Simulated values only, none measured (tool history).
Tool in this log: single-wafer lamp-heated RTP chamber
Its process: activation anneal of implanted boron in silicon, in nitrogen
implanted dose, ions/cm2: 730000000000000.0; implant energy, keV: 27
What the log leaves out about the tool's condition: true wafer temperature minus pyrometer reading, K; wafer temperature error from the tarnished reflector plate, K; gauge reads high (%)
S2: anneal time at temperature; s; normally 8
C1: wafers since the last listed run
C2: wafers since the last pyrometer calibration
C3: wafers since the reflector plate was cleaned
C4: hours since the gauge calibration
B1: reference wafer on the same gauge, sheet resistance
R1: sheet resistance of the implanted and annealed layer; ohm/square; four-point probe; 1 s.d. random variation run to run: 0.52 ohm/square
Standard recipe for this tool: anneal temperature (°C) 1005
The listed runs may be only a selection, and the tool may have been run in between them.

Run 1, hour 0: usual settings but anneal temperature (°C) 998, S2 6 s; C1 0; C2 290; C3 6004; C4 64.9; B1 127.83. Result: R1 161.04 ohm/square.
Run 2, hour 25.3: usual settings but anneal temperature (°C) 998, S2 6 s; C1 325; C2 615; C3 6330; C4 90.2; B1 128.15. Result: R1 160.65 ohm/square.
Run 3, hour 84.5: usual settings but anneal temperature (°C) 998, S2 6 s; C1 761; C2 1377; C3 7091; C4 149.4; B1 128.03. Result: R1 159.64 ohm/square.
Run 4, hour 105.8: usual settings but anneal temperature (°C) 987; C1 274; C2 1651; C3 7365; C4 170.7; B1 127.84. Result: R1 164.47 ohm/square.
Run 5, hour 126.3: usual settings but anneal temperature (°C) 987; C1 263; C2 1914; C3 7629; C4 191.2; B1 128.08. Result: R1 163.35 ohm/square.
Run 6, hour 158.4: usual settings but anneal temperature (°C) 987; C1 412; C2 2327; C3 8042; C4 223.3; B1 128.05. Result: R1 162.81 ohm/square.
Run 7, hour 179.2: usual settings; C1 267; C2 2595; C3 8309; C4 244.1; B1 128.03. Result: R1 155.72 ohm/square.
Run 8, hour 207.3: usual settings but S2 6 s; C1 361; C2 2956; C3 8671; C4 272.2; B1 128.13. Result: R1 156.38 ohm/square.
Run 9, hour 237.4: usual settings but S2 6 s; C1 387; C2 3344; C3 9058; C4 302.3; B1 128.06. Result: R1 155.86 ohm/square.
At hour 256.4: gauge calibrated.
Run 10, hour 257.3: usual settings but S2 6 s; C1 255; C2 3600; C3 9314; C4 0.9; B1 127.74. Result: R1 156.03 ohm/square.
Run 11, hour 270.3: usual settings but anneal temperature (°C) 1025, S2 5 s; C1 167; C2 3767; C3 9481; C4 13.9; B1 127.96. Result: R1 153.53 ohm/square.
Run 12, hour 304.7: usual settings; C1 442; C2 4209; C3 9924; C4 48.3; B1 128.07. Result: R1 154.62 ohm/square.
At hour 361.6: pyrometer window cleaned and pyrometer calibrated.
Run 13, hour 363.7: usual settings but anneal temperature (°C) 976, S2 4 s; C1 656; C2 26; C3 10580; C4 107.3; B1 127.97. Result: R1 180.21 ohm/square.
At hour 389.5: reflector plate cleaned.
Run 14, hour 396.3: usual settings but anneal temperature (°C) 1014, S2 5 s; C1 316; C2 343; C3 88; C4 139.9; B1 127.93. Result: R1 154.97 ohm/square.
Run 15, hour 429.2: usual settings but anneal temperature (°C) 987, S2 5 s; C1 423; C2 766; C3 511; C4 172.8; B1 127.99. Result: R1 167.86 ohm/square.
Run 16, hour 453.5: usual settings but anneal temperature (°C) 1033, S2 3 s; C1 312; C2 1078; C3 823; C4 197.1; B1 127.86. Result: R1 152.65 ohm/square.
Run 17, hour 489.3: usual settings but anneal temperature (°C) 990, S2 10 s; C1 460; C2 1539; C3 1284; C4 232.9; B1 127.94. Result: R1 161.54 ohm/square.
Run 18, hour 506.2: usual settings; C1 217; C2 1756; C3 1501; C4 249.8; B1 128.07. Result: R1 156.18 ohm/square.
Run 19, hour 540.4: usual settings; C1 439; C2 2196; C3 1941; C4 284; B1 128.09. Result: R1 156.67 ohm/square.
Run 20, hour 553.8: usual settings but anneal temperature (°C) 1028, S2 11 s; C1 172; C2 2369; C3 2114; C4 297.4; B1 128. Result: R1 151.68 ohm/square.

Pick out some run-to-run changes in R1. Of each, how much would a tool without hidden state show as well, from the settings, what came in and chance, and how much is left for the hidden state and any gauge scatter not in both results compared?
Run 6 -> 7: anneal temperature (°C) 987 -> 1005. R1 -7.09 ohm/square: hidden state +2.26, all else -9.35.
Run 12 -> 13: anneal temperature (°C) 1005 -> 976, S2 8 -> 4, pyrometer window cleaned and pyrometer calibrated. R1 +25.59 ohm/square: hidden state +2.24, all else +23.35.
Run 13 -> 14: anneal temperature (°C) 976 -> 1014, S2 4 -> 5, reflector plate cleaned. R1 -25.24 ohm/square: hidden state +0.15, all else -25.39.

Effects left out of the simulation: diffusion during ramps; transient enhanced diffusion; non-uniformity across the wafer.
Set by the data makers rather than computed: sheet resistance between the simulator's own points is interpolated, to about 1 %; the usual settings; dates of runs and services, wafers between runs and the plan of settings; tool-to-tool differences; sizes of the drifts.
